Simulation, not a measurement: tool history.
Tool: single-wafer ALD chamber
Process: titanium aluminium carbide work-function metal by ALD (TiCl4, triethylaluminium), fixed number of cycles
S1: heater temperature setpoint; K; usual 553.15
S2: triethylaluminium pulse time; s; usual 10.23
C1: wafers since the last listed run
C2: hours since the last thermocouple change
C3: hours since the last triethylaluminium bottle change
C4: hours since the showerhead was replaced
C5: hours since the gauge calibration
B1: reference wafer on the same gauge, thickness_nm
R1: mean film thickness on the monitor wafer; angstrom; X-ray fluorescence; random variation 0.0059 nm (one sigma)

| run | day | S1 | S2 | C1 | C2 | C3 | C4 | C5 | B1 | R1 |
|---|---|---|---|---|---|---|---|---|---|---|
| 1 | 0.000 | 542.15 | 11.22 | 0 | 1688.7 | 192.4 | 2851.0 | 127.7 | 1.620 | 18.60 |
| 2 | 0.683 | 542.15 | 11.22 | 119 | 1705.1 | 208.8 | 2867.4 | 144.1 | 1.622 | 18.75 |
| 3 | 2.112 | 542.15 | 11.22 | 250 | 1739.4 | 243.1 | 2901.7 | 178.4 | 1.619 | 18.56 |
| 4 | 3.112 | 553.15 | 10.23 | 174 | 1763.4 | 267.1 | 2925.7 | 202.4 | 1.620 | 19.71 |
| 5 | 3.883 | 553.15 | 10.23 | 134 | 1781.9 | 285.6 | 2944.2 | 220.9 | 1.619 | 19.60 |
| 6 | 5.317 | 549.15 | 10.23 | 250 | 1816.3 | 320.0 | 2978.6 | 255.3 | 1.620 | 19.11 |
|  | 7.188 | thermocouple changed; heater temperature recalibrated |
|  | 7.579 | showerhead replaced |
| 7 | 8.762 | 543.15 | 12.90 | 486 | 37.8 | 402.7 | 28.4 | 338.0 | 1.621 | 19.35 |
| 8 | 9.504 | 543.15 | 12.90 | 129 | 55.6 | 420.5 | 46.2 | 355.8 | 1.621 | 19.33 |
| 9 | 10.262 | 553.15 | 10.23 | 132 | 73.8 | 438.7 | 64.4 | 374.0 | 1.620 | 19.86 |
| 10 | 12.454 | 553.15 | 10.23 | 383 | 126.4 | 491.3 | 117.0 | 426.6 | 1.620 | 20.06 |
|  | 13.017 | thermocouple changed; heater temperature recalibrated, repeated, since the last time left the tool worse |
| 11 | 13.038 | 559.15 | 13.89 | 43 | 0.5 | 505.3 | 131.0 | 440.6 | 1.619 | 20.43 |
| 12 | 13.858 | 560.15 | 8.78 | 143 | 20.2 | 525.0 | 150.7 | 460.3 | 1.620 | 19.54 |
| 13 | 14.858 | 566.15 | 13.86 | 174 | 44.2 | 549.0 | 174.7 | 484.3 | 1.621 | 21.09 |
| 14 | 15.683 | 564.15 | 12.44 | 144 | 64.0 | 568.8 | 194.5 | 504.1 | 1.621 | 20.85 |
| 15 | 16.717 | 545.15 | 7.40 | 180 | 88.8 | 593.6 | 219.3 | 528.9 | 1.621 | 17.55 |
|  | 17.192 | gauge calibrated |
|  | 17.288 | triethylaluminium bottle replaced |
| 16 | 17.917 | 548.15 | 7.47 | 151 | 117.6 | 15.1 | 248.1 | 17.4 | 1.620 | 17.83 |
| 17 | 19.775 | 553.15 | 10.23 | 325 | 162.2 | 59.7 | 292.7 | 62.0 | 1.621 | 19.35 |
| 18 | 21.121 | 558.15 | 7.72 | 235 | 194.5 | 92.0 | 325.0 | 94.3 | 1.620 | 19.04 |
| 19 | 22.400 | 558.15 | 12.18 | 223 | 225.2 | 122.7 | 355.7 | 125.0 | 1.619 | 20.25 |
| 20 | 23.804 | 553.15 | 10.23 | 245 | 258.9 | 156.4 | 389.4 | 158.7 | 1.621 | 19.36 |

Hidden state at the last listed run before each entry between runs and at the first one after, where it differs:
Between runs 6 and 7: thermocouple changed; heater temperature recalibrated (day 7.188); showerhead replaced (day 7.579)
  wafer temperature above the value expected at the setpoint (K): 3.82 -> 7.25
  measured less the result without the state, R1: +0.39 -> +0.75 angstrom
Between runs 10 and 11: thermocouple changed; heater temperature recalibrated, repeated, since the last time left the tool worse (day 13.017)
  wafer temperature above the value expected at the setpoint (K): 7.75 -> 0.27
  measured less the result without the state, R1: +0.80 -> +0.03 angstrom
Between runs 15 and 16: gauge calibrated (day 17.192); triethylaluminium bottle replaced (day 17.288)
  wafer temperature above the value expected at the setpoint (K): 0.801 -> 0.957
  measured less the result without the state, R1: +0.07 -> +0.09 angstrom
